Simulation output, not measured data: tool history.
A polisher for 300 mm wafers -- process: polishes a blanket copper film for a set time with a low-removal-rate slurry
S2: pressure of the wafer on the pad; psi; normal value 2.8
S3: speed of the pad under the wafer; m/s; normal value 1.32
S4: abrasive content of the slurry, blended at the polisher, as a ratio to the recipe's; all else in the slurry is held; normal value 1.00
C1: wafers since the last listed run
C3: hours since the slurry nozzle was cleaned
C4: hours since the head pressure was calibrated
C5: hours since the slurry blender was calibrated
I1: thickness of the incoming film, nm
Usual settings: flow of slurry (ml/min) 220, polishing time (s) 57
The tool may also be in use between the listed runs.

Run 1, hour 0.0: usual settings; C1 0; wafers polished on this pad 1854; C3 17.0; C4 247.2; C5 312.5; I1 597.7. Result: film removed (Å) 1863.
At hour 31.6: slurry blender recalibrated.
At hour 88.4: worn pad replaced by a new one.
At hour 89.9: head pressure recalibrated.
Run 2, hour 101.8: usual settings; C1 999; wafers polished on this pad 126; C3 118.8; C4 11.9; C5 70.2; I1 611.0. Result: film removed (Å) 1922.
Run 3, hour 195.9: usual settings; C1 997; wafers polished on this pad 1123; C3 212.9; C4 106.0; C5 164.3; I1 595.1. Result: film removed (Å) 1873.
Run 4, hour 247.5: usual settings; C1 547; wafers polished on this pad 1671; C3 264.5; C4 157.6; C5 215.9; I1 598.0. Result: film removed (Å) 1896.
At hour 320.4: worn pad replaced by a new one.
Run 5, hour 326.8: usual settings; C1 798; wafers polished on this pad 68; C3 343.8; C4 236.9; C5 295.2; I1 592.8. Result: film removed (Å) 1845.
At hour 351.2: slurry blender recalibrated.
Run 6, hour 387.6: usual settings; C1 623; wafers polished on this pad 691; C3 404.6; C4 297.7; C5 36.4; I1 597.5. Result: film removed (Å) 1810.
At hour 435.9: head pressure recalibrated.
Run 7, hour 468.7: usual settings; C1 838; wafers polished on this pad 1530; C3 485.7; C4 32.8; C5 117.5; I1 586.5. Result: film removed (Å) 1750.
Run 8, hour 534.2: usual settings but S4 0.95; C1 694; wafers polished on this pad 2224; C3 551.2; C4 98.3; C5 183.0; I1 606.1. Result: film removed (Å) 1702.
At hour 566.2: worn pad replaced by a new one.
Run 9, hour 590.2: usual settings but S4 0.95; C1 551; wafers polished on this pad 254; C3 607.2; C4 154.3; C5 239.0; I1 601.0. Result: film removed (Å) 1703.
Run 10, hour 648.1: usual settings; C1 613; wafers polished on this pad 868; C3 665.1; C4 212.2; C5 296.9; I1 603.4. Result: film removed (Å) 1711.
At hour 680.2: head pressure recalibrated, repeated, since the last time left the tool worse.
At hour 712.6: slurry blender recalibrated.
Run 11, hour 717.3: usual settings but flow of slurry (ml/min) 170; C1 691; wafers polished on this pad 1560; C3 734.3; C4 37.1; C5 4.7; I1 600.4. Result: film removed (Å) 1821.
At hour 822.5: worn pad replaced by a new one.
At hour 852.9: slurry nozzle cleaned.
Run 12, hour 927.8: usual settings; C1 2179; wafers polished on this pad 1105; C3 74.9; C4 247.6; C5 215.2; I1 595.3. Result: film removed (Å) 1868.
Run 13, hour 984.2: usual settings but S2 3.1 psi, S4 1.30; C1 598; wafers polished on this pad 1703; C3 131.3; C4 304.0; C5 271.6; I1 608.3. Result: film removed (Å) 2080.
At hour 1019.0: head pressure recalibrated.
Run 14, hour 1035.7: usual settings but flow of slurry (ml/min) 195, S2 2.4 psi, S3 1.60 m/s, polishing time (s) 67; C1 524; wafers polished on this pad 2228; C3 182.8; C4 16.7; C5 323.1; I1 603.4. Result: film removed (Å) 2413.
At hour 1044.9: slurry blender recalibrated.
At hour 1095.8: worn pad replaced by a new one.
Run 15, hour 1111.9: usual settings but flow of slurry (ml/min) 245; C1 744; wafers polished on this pad 171; C3 259.0; C4 92.9; C5 67.0; I1 596.8. Result: film removed (Å) 1924.
Run 16, hour 1193.4: usual settings but S4 0.90; C1 864; wafers polished on this pad 1035; C3 340.5; C4 174.4; C5 148.5; I1 599.3. Result: film removed (Å) 1811.
Run 17, hour 1280.3: usual settings; C1 921; wafers polished on this pad 1956; C3 427.4; C4 261.3; C5 235.4; I1 594.9. Result: film removed (Å) 1836.
Run 18, hour 1351.5: usual settings but S3 1.68 m/s, S4 1.20; C1 755; wafers polished on this pad 2711; C3 498.6; C4 332.5; C5 306.6; I1 604.6. Result: film removed (Å) 2402.

Here are 3 independent what-if runs from the current tool condition. What would each one return?
Run A, hour 1351.9: usual settings; C1 4; wafers polished on this pad 2716; C3 499.0; C4 332.9; C5 307.0; I1 610.7. Result: film removed (Å) ?.
Run B, hour 1351.9: usual settings but S4 0.90, polishing time (s) 68; C1 4; wafers polished on this pad 2716; C3 499.0; C4 332.9; C5 307.0; I1 610.7. Result: film removed (Å) ?.
Run C, hour 1351.9: usual settings but S3 1.66 m/s, S4 1.30; C1 4; wafers polished on this pad 2716; C3 499.0; C4 332.9; C5 307.0; I1 610.7. Result: film removed (Å) ?.

run  film removed (Å)
  A              1808
  B              2108
  C              2409
With the hidden condition removed and each run's random variation left untouched, the same runs would have given:
run  film removed (Å)
  A              1896
  B              2212
  C              2527
